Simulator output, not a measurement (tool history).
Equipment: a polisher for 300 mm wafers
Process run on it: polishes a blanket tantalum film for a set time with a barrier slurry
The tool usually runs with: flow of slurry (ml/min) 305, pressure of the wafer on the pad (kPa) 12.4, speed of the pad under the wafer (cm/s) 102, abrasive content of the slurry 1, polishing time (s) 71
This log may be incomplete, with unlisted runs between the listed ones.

| run | hour | flow of slurry (ml/min) | pressure of the wafer on the pad (kPa) | speed of the pad under the wafer (cm/s) | abrasive content of the slurry | polishing time (s) | incoming thickness of the incoming film, nm | film removed (angstrom) |
|---|---|---|---|---|---|---|---|---|
| 1 | 0 | 305 | 12.4 | 84 | 1 | 71 | 384 | 825 |
|  | 12.8 | slurry blender recalibrated |
|  | 13.9 | slurry nozzle cleaned |
| 2 | 212.9 | 305 | 12.4 | 84 | 1 | 71 | 393.9 | 888 |
| 3 | 256.2 | 305 | 12.4 | 84 | 1 | 71 | 390.6 | 884 |
|  | 285 | worn pad replaced by a new one |
| 4 | 329.2 | 305 | 12.4 | 102 | 1 | 71 | 395 | 1022 |
| 5 | 415.8 | 305 | 12.4 | 102 | 1 | 84 | 393 | 1164 |
| 6 | 480.4 | 305 | 12.4 | 102 | 1 | 84 | 392.3 | 1139 |
| 7 | 529.7 | 305 | 12.4 | 102 | 1 | 84 | 390.7 | 1107 |
|  | 534.9 | slurry blender recalibrated |
| 8 | 610.3 | 305 | 10.3 | 102 | 1 | 71 | 386.1 | 866 |
|  | 668.4 | slurry nozzle cleaned |
| 9 | 668.9 | 305 | 10.3 | 102 | 1 | 71 | 392.3 | 873 |
|  | 700.3 | head pressure recalibrated |
|  | 731.6 | worn pad replaced by a new one |
| 10 | 760.1 | 305 | 9.7 | 102 | 1 | 71 | 388.6 | 856 |
| 11 | 849.1 | 305 | 9.7 | 102 | 1 | 71 | 390.3 | 832 |
| 12 | 942.8 | 305 | 9.7 | 102 | 1 | 71 | 391.8 | 799 |
|  | 980.4 | slurry blender recalibrated |
| 13 | 1019.7 | 340 | 12.4 | 102 | 1 | 71 | 388 | 1075 |
| 14 | 1117.8 | 340 | 12.4 | 102 | 1 | 71 | 394.2 | 1071 |
| 15 | 1203.3 | 335 | 12.4 | 102 | 0.8 | 55 | 388.1 | 720 |
|  | 1209.1 | worn pad replaced by a new one |
| 16 | 1244.6 | 230 | 12.4 | 102 | 1 | 71 | 384.9 | 1014 |
| 17 | 1282.2 | 305 | 12.4 | 102 | 1 | 71 | 392.1 | 1027 |
|  | 1327.3 | slurry nozzle cleaned |
|  | 1426 | head pressure recalibrated |
|  | 1461.5 | slurry blender recalibrated |
| 18 | 1545.7 | 340 | 12.4 | 90 | 1 | 71 | 390.4 | 998 |
| 19 | 1650.8 | 245 | 12.4 | 74 | 1 | 71 | 393 | 800 |
|  | 1656.7 | worn pad replaced by a new one |
| 20 | 1772.1 | 305 | 15.2 | 102 | 1 | 71 | 393.9 | 1280 |
| 21 | 1819 | 400 | 12.4 | 138 | 1 | 47 | 392.6 | 909 |
| 22 | 1870.2 | 305 | 15.9 | 102 | 1 | 71 | 387.9 | 1286 |
|  | 1976.3 | slurry nozzle cleaned |
|  | 2001.2 | slurry blender recalibrated |
|  | 2087.8 | worn pad replaced by a new one |
| 23 | 2118.3 | 305 | 9 | 122 | 1.3 | 93 | 391.2 | 1299 |
|  | 2121.7 | head pressure recalibrated |
| 24 | 2224.2 | 305 | 12.4 | 102 | 1 | 71 | 396.3 | 1103 |
| 25 | 2275 | 305 | 12.4 | 86 | 1 | 71 | 397 | 922 |
| 26 | 2327.3 | 305 | 15.2 | 102 | 1 | 71 | 393.5 | 1296 |
| 27 | 2363.5 | 305 | 12.4 | 102 | 1 | 59 | 394.9 | 862 |
| 28 | 2435.3 | 305 | 12.4 | 102 | 1 | 71 | 394.3 | 1004 |

Alternative continuations, all from the tool just after run 28; predict every row:
| A | 2435.7 | 305 | 12.4 | 102 | 1 | 71 | 386.9 | ? |
| B | 2435.7 | 305 | 15.9 | 102 | 1 | 85 | 386.9 | ? |
| C | 2435.7 | 215 | 12.4 | 102 | 1 | 71 | 386.9 | ? |
| D | 2435.7 | 305 | 12.4 | 120 | 1 | 71 | 386.9 | ? |
| E | 2435.7 | 305 | 12.4 | 68 | 1 | 71 | 386.9 | ? |

| run | film removed (angstrom) |
|---|---|
| A | 1005 |
| B | 1537 |
| C | 976 |
| D | 1169 |
| E | 695 |
Without the tool's hidden state the same runs would have given:
| run | film removed (angstrom) |
|---|---|
| A | 1158 |
| B | 1771 |
| C | 1124 |
| D | 1347 |
| E | 801 |

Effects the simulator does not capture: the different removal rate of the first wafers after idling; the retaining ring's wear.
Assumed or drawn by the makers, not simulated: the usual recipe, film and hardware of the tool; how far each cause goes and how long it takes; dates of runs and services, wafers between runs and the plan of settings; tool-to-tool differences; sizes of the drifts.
